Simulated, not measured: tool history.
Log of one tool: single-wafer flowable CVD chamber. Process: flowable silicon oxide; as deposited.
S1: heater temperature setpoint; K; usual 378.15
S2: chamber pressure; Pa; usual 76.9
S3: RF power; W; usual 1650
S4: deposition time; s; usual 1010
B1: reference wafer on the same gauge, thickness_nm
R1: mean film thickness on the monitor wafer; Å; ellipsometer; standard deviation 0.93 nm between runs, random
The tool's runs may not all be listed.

| run | day | S1 | S2 | S3 | S4 | B1 | R1 |
|---|---|---|---|---|---|---|---|
| 1 | 0 | 378.15 | 76.9 | 1650 | 1010 | 337.009 | 3008.42 |
| 2 | 0.471 | 378.15 | 76.9 | 1650 | 1010 | 337.044 | 2994.09 |
| 3 | 0.912 | 378.15 | 76.9 | 1650 | 1010 | 337.19 | 3015.85 |
| 4 | 1.521 | 378.15 | 76.9 | 1650 | 1010 | 337.073 | 3007.26 |
| 5 | 2.033 | 378.15 | 76.9 | 1650 | 1160 | 337.143 | 3451.91 |
| 6 | 2.662 | 378.15 | 76.9 | 1650 | 1160 | 337.059 | 3450.12 |
| 7 | 3.096 | 378.15 | 76.9 | 1650 | 1010 | 337.278 | 2984.6 |
|  | 3.483 | capacitance manometer re-zeroed and calibrated |
|  | 3.533 | thermocouple changed; heater temperature recalibrated |
|  | 3.771 | gauge calibrated |
|  | 3.846 | RF generator calibrated |
| 8 | 3.867 | 378.15 | 76.9 | 1650 | 1010 | 337.102 | 2860.47 |
| 9 | 4.146 | 367.15 | 69.9 | 1815 | 1070 | 337.089 | 4151.09 |
| 10 | 4.7 | 370.15 | 61.2 | 1795 | 1090 | 337.064 | 3352.81 |
|  | 5.192 | capacitance manometer re-zeroed and calibrated, repeated, since the last time left the tool worse |
| 11 | 5.233 | 378.15 | 62.5 | 1650 | 1010 | 337.127 | 2566.38 |
| 12 | 5.496 | 378.15 | 76.9 | 1650 | 1010 | 336.965 | 3128.95 |
|  | 5.85 | showerhead replaced |
| 13 | 6.108 | 369.15 | 76.9 | 1650 | 860 | 336.82 | 3642.19 |
| 14 | 6.754 | 378.15 | 76.9 | 1490 | 1010 | 337.074 | 3002.01 |
| 15 | 8.288 | 378.15 | 76.9 | 1420 | 1010 | 337.014 | 2938.81 |

Consider 3 possible next runs. They are alternatives, not a sequence: every one starts from the tool as it was left by run 15. What does each give?
| A | 8.317 | 378.15 | 94 | 1650 | 1010 | ? | ? |
| B | 8.317 | 382.15 | 90.5 | 1650 | 1010 | ? | ? |
| C | 8.317 | 378.15 | 95.2 | 1815 | 910 | ? | ? |

| run | B1 | R1 |
|---|---|---|
| A | 337.192 | 3839.35 |
| B | 337.192 | 3222.3 |
| C | 337.192 | 3618.82 |
Without the tool's hidden state the same runs would have given:
| run | R1 |
|---|---|
| A | 3904.94 |
| B | 3277.34 |
| C | 3680.63 |

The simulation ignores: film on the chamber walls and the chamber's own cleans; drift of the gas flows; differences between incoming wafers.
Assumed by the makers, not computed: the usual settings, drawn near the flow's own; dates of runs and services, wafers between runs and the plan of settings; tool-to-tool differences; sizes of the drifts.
